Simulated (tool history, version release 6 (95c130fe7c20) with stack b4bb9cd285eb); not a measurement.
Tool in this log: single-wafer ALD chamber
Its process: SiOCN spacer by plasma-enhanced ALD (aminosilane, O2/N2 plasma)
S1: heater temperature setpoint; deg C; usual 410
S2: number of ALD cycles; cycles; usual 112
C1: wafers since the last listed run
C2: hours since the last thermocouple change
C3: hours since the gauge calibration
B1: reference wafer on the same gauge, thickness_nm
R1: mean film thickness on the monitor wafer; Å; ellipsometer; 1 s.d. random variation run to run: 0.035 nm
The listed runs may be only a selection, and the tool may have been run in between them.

run,hour,S1,S2,C1,C2,C3,B1,R1
1,0,405,107,0,1280.9,157.9,6.367,70.65
2,28.2,405,107,46,1309.1,186.1,6.383,70.6
3,56.6,405,107,47,1337.5,214.5,6.352,70.73
4,69.8,405,112,21,1350.7,227.7,6.36,73.7
5,99.7,405,112,49,1380.6,257.6,6.348,74.04
6,132.9,405,112,55,1413.8,290.8,6.341,74.01
7,148.8,410,112,26,1429.7,306.7,6.344,72.74
8,177.5,410,112,47,1458.4,335.4,6.327,72.92
9,284.8,410,112,178,1565.7,442.7,6.305,72.32
10,312.9,410,112,46,1593.8,470.8,6.298,72.42
# hour 324.8: thermocouple changed; heater temperature recalibrated
11,335.9,410,112,24,11.1,493.8,6.309,72.46
12,368.5,419,118,54,43.7,526.4,6.285,73.17
# hour 388.6: gauge calibrated
13,394.9,424,101,43,70.1,6.3,6.4,63.35
14,452.4,397,112,95,127.6,63.8,6.384,75.34
15,485.2,396,94,54,160.4,96.6,6.387,63.02
16,499,422,112,22,174.2,110.4,6.381,70.86
17,525.6,410,112,44,200.8,137,6.361,72.78
18,555.8,398,123,50,231,167.2,6.373,82.27
19,582.8,397,132,44,258,194.2,6.344,87.6
20,596.9,410,112,23,272.1,208.3,6.339,72.47
21,615.7,410,112,31,290.9,227.1,6.347,73.09

4 ways to go on from here, each from the tool as it stands after run 21. What would each give?
A,616.3,410,112,0,291.5,227.7,?,?
B,616.3,410,123,0,291.5,227.7,?,?
C,616.3,418,129,0,291.5,227.7,?,?
D,616.3,425,102,0,291.5,227.7,?,?

run,B1,R1
A,6.339,72.39
B,6.339,79.5
C,6.339,81.31
D,6.339,62.87
Take away the tool's hidden state, keep each run's random variation, and the runs would have read:
run,R1
A,73.16
B,80.35
C,82.19
D,63.54
